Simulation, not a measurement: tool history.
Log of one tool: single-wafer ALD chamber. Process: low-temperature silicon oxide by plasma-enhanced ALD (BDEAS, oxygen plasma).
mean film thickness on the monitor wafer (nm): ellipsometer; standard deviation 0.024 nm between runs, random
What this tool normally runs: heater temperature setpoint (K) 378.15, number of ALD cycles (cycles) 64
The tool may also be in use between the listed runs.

run,hour,heater temperature setpoint (K),number of ALD cycles (cycles),"read-back reference wafer on the same gauge, thickness_nm",mean film thickness on the monitor wafer (nm)
1,0,378.15,64,9.965,9.439
2,32.6,378.15,64,9.952,9.408
3,65.4,378.15,64,9.949,9.342
4,87.3,378.15,64,9.949,9.346
5,114.2,378.15,64,9.944,9.382
6,148.4,378.15,64,9.941,9.386
# hour 163.4: thermocouple changed; heater temperature recalibrated
7,179.5,378.15,64,9.939,9.392
# hour 197.7: gauge calibrated
8,211,378.15,64,10.06,9.552
9,234,378.15,64,10.04,9.517
10,263,366.15,60,10.018,9.209
11,283.4,371.15,73,10.004,10.956
12,304.6,392.15,64,9.996,9.14
13,328.6,390.15,64,9.978,9.244
14,345.8,378.15,64,9.986,9.444
15,359.5,366.15,74,9.967,11.372

3 ways to go on from here, each from the tool as it stands after run 15. What would each give?
A,360,378.15,68,?,?
B,360,370.15,70,?,?
C,360,368.15,74,?,?

run,"read-back reference wafer on the same gauge, thickness_nm",mean film thickness on the monitor wafer (nm)
A,9.97,9.971
B,9.97,10.512
C,9.97,11.203
Without the tool's hidden state the same runs would have given:
run,mean film thickness on the monitor wafer (nm)
A,10.079
B,10.626
C,11.324
